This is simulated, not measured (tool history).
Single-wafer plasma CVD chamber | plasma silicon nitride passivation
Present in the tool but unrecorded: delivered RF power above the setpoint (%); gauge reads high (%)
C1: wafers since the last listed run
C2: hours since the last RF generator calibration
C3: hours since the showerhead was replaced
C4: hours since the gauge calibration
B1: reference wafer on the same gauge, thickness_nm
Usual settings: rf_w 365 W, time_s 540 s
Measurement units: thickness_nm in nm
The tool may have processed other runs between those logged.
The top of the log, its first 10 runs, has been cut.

Run 11, hour 248.3: usual settings; C1 79; C2 997; C3 1911.6; C4 1109.4; B1 663.238. Result: thickness_nm 726.622 nm.
Run 12, hour 260.6: usual settings but rf_w 405 W; C1 62; C2 1009.3; C3 1923.9; C4 1121.7; B1 663.94. Result: thickness_nm 748.063 nm.
Run 13, hour 286.2: usual settings but rf_w 405 W; C1 130; C2 1034.9; C3 1949.5; C4 1147.3; B1 663.386. Result: thickness_nm 744.999 nm.
Run 14, hour 316.4: usual settings but rf_w 405 W; C1 154; C2 1065.1; C3 1979.7; C4 1177.5; B1 664.326. Result: thickness_nm 744.97 nm.
Run 15, hour 338.2: usual settings; C1 111; C2 1086.9; C3 2001.5; C4 1199.3; B1 663.107. Result: thickness_nm 724.195 nm.
Run 16, hour 358.1: usual settings; C1 101; C2 1106.8; C3 2021.4; C4 1219.2; B1 663.718. Result: thickness_nm 723.063 nm.
Run 17, hour 375.6: usual settings; C1 89; C2 1124.3; C3 2038.9; C4 1236.7; B1 663.517. Result: thickness_nm 720.538 nm.
Run 18, hour 408.4: usual settings; C1 167; C2 1157.1; C3 2071.7; C4 1269.5; B1 664.372. Result: thickness_nm 721.566 nm.
Run 19, hour 433.8: usual settings; C1 129; C2 1182.5; C3 2097.1; C4 1294.9; B1 663.529. Result: thickness_nm 724.436 nm.
Run 20, hour 461.9: usual settings but rf_w 335 W; C1 143; C2 1210.6; C3 2125.2; C4 1323; B1 665.293. Result: thickness_nm 700.395 nm.
Run 21, hour 491.4: usual settings but rf_w 335 W; C1 150; C2 1240.1; C3 2154.7; C4 1352.5; B1 662.604. Result: thickness_nm 704.057 nm.
Run 22, hour 508.7: usual settings; C1 88; C2 1257.4; C3 2172; C4 1369.8; B1 663.009. Result: thickness_nm 718.543 nm.
At hour 528.1: gauge calibrated.
Run 23, hour 572.4: usual settings but rf_w 335 W; C1 325; C2 1321.1; C3 2235.7; C4 44.3; B1 665.385. Result: thickness_nm 702.549 nm.
Run 24, hour 598.5: usual settings; C1 133; C2 1347.2; C3 2261.8; C4 70.4; B1 664.776. Result: thickness_nm 719.201 nm.
Run 25, hour 615.7: usual settings but rf_w 390 W, time_s 456 s; C1 87; C2 1364.4; C3 2279; C4 87.6; B1 664.676. Result: thickness_nm 616.753 nm.
At hour 690.6: RF generator calibrated.
Run 26, hour 702.7: usual settings but rf_w 335 W, time_s 611 s; C1 403; C2 12.1; C3 2366; C4 174.6; B1 664.288. Result: thickness_nm 815.593 nm.
At hour 729.1: showerhead replaced, of another model than before.
Run 27, hour 729.6: usual settings; C1 96; C2 39; C3 0.5; C4 201.5; B1 664.063. Result: thickness_nm 735.663 nm.
Run 28, hour 742.2: usual settings but rf_w 385 W; C1 64; C2 51.6; C3 13.1; C4 214.1; B1 663.765. Result: thickness_nm 749.211 nm.
Run 29, hour 769.8: usual settings; C1 140; C2 79.2; C3 40.7; C4 241.7; B1 664.696. Result: thickness_nm 733.402 nm.
Run 30, hour 805.2: usual settings but rf_w 315 W; C1 180; C2 114.6; C3 76.1; C4 277.1; B1 663.023. Result: thickness_nm 686.792 nm.
Run 31, hour 830.7: usual settings but rf_w 405 W, time_s 468 s; C1 130; C2 140.1; C3 101.6; C4 302.6; B1 663.639. Result: thickness_nm 669.13 nm.
Run 32, hour 845.2: usual settings but rf_w 400 W, time_s 638 s; C1 74; C2 154.6; C3 116.1; C4 317.1; B1 664.013. Result: thickness_nm 901.096 nm.
Run 33, hour 857.5: usual settings but rf_w 315 W, time_s 454 s; C1 62; C2 166.9; C3 128.4; C4 329.4; B1 663.642. Result: thickness_nm 574.033 nm.

Run 34 is up next; what results do you expect?
Run 34, hour 880.2: usual settings but time_s 609 s; C1 115; C2 189.6; C3 151.1; C4 352.1; B1 ?. Result: thickness_nm ?.

B1: 664.369
thickness_nm: 823.741 nm
Without the tool's hidden state the same run would have given thickness_nm 824.501 nm.
